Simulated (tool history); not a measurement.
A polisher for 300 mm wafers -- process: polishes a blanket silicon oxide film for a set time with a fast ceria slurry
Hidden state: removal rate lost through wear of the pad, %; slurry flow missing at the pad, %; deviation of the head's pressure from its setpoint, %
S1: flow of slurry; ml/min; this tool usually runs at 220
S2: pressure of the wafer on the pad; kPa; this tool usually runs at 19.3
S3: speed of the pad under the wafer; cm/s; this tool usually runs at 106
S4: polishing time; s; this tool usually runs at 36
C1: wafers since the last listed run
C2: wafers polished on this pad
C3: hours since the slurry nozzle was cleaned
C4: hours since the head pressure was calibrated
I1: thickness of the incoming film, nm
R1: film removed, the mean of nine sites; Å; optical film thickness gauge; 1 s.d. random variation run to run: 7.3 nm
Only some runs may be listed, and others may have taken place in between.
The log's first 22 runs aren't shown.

{"run": 23, "hour": 654.0, "S1": 275, "S2": 19.3, "S3": 106, "S4": 36, "C1": 226, "C2": 1909, "C3": 111.7, "C4": 99.5, "I1": 2201.4, "R1": 6770}
{"run": 24, "hour": 675.9, "S1": 220, "S2": 15.2, "S3": 106, "S4": 36, "C1": 261, "C2": 2170, "C3": 133.6, "C4": 121.4, "I1": 2173.4, "R1": 5480}
{"run": 25, "hour": 703.4, "S1": 220, "S2": 19.3, "S3": 106, "S4": 36, "C1": 328, "C2": 2499, "C3": 161.1, "C4": 148.9, "I1": 2179.3, "R1": 6372}
{"hour": 718.1, "done": "worn pad replaced by a new one"}
{"run": 26, "hour": 718.6, "S1": 150, "S2": 19.3, "S3": 106, "S4": 36, "C1": 133, "C2": 6, "C3": 176.3, "C4": 164.1, "I1": 2216.1, "R1": 5852}
{"run": 27, "hour": 729.1, "S1": 220, "S2": 15.2, "S3": 106, "S4": 36, "C1": 125, "C2": 131, "C3": 186.8, "C4": 174.6, "I1": 2144.0, "R1": 5195}
{"run": 28, "hour": 761.5, "S1": 220, "S2": 13.8, "S3": 106, "S4": 36, "C1": 386, "C2": 518, "C3": 219.2, "C4": 207.0, "I1": 2206.4, "R1": 4914}
{"hour": 768.4, "done": "slurry nozzle cleaned"}
{"run": 29, "hour": 782.9, "S1": 220, "S2": 19.3, "S3": 106, "S4": 36, "C1": 243, "C2": 762, "C3": 14.5, "C4": 228.4, "I1": 2168.6, "R1": 6868}
{"run": 30, "hour": 798.7, "S1": 220, "S2": 19.3, "S3": 106, "S4": 36, "C1": 188, "C2": 950, "C3": 30.3, "C4": 244.2, "I1": 2157.8, "R1": 6799}
{"run": 31, "hour": 834.6, "S1": 220, "S2": 19.3, "S3": 106, "S4": 36, "C1": 428, "C2": 1379, "C3": 66.2, "C4": 280.1, "I1": 2202.8, "R1": 6534}
{"run": 32, "hour": 853.4, "S1": 220, "S2": 15.2, "S3": 106, "S4": 43, "C1": 224, "C2": 1603, "C3": 85.0, "C4": 298.9, "I1": 2170.9, "R1": 6457}
{"run": 33, "hour": 868.0, "S1": 220, "S2": 19.3, "S3": 106, "S4": 25, "C1": 174, "C2": 1778, "C3": 99.6, "C4": 313.5, "I1": 2196.3, "R1": 4567}
{"run": 34, "hour": 889.7, "S1": 220, "S2": 19.3, "S3": 82, "S4": 36, "C1": 259, "C2": 2037, "C3": 121.3, "C4": 335.2, "I1": 2158.0, "R1": 5433}
{"run": 35, "hour": 950.6, "S1": 220, "S2": 19.3, "S3": 106, "S4": 36, "C1": 727, "C2": 2764, "C3": 182.2, "C4": 396.1, "I1": 2155.9, "R1": 6326}
{"hour": 984.3, "done": "worn pad replaced by a new one"}
{"run": 36, "hour": 986.2, "S1": 220, "S2": 19.3, "S3": 106, "S4": 36, "C1": 377, "C2": 22, "C3": 217.8, "C4": 431.7, "I1": 2240.2, "R1": 6228}
{"run": 37, "hour": 1017.5, "S1": 160, "S2": 17.2, "S3": 106, "S4": 48, "C1": 373, "C2": 396, "C3": 249.1, "C4": 463.0, "I1": 2162.9, "R1": 7001}
{"hour": 1020.8, "done": "slurry nozzle cleaned"}
{"run": 38, "hour": 1043.9, "S1": 220, "S2": 26.2, "S3": 88, "S4": 36, "C1": 303, "C2": 699, "C3": 23.1, "C4": 489.4, "I1": 2209.2, "R1": 7726}

What if the next run were any one of these 3? Each begins from the tool's condition after run 38:
{"run": "A", "hour": 1044.3, "S1": 220, "S2": 19.3, "S3": 106, "S4": 36, "C1": 4, "C2": 704, "C3": 23.5, "C4": 489.8, "I1": 2207.5, "R1": "?"}
{"run": "B", "hour": 1044.3, "S1": 195, "S2": 17.2, "S3": 106, "S4": 48, "C1": 4, "C2": 704, "C3": 23.5, "C4": 489.8, "I1": 2207.5, "R1": "?"}
{"run": "C", "hour": 1044.3, "S1": 220, "S2": 22.8, "S3": 126, "S4": 36, "C1": 4, "C2": 704, "C3": 23.5, "C4": 489.8, "I1": 2207.5, "R1": "?"}

run=A R1=6789
run=B R1=8114
run=C R1=8760
Had the tool no hidden state, the same runs would have come out as:
run=A R1=6906
run=B R1=8273
run=C R1=8911
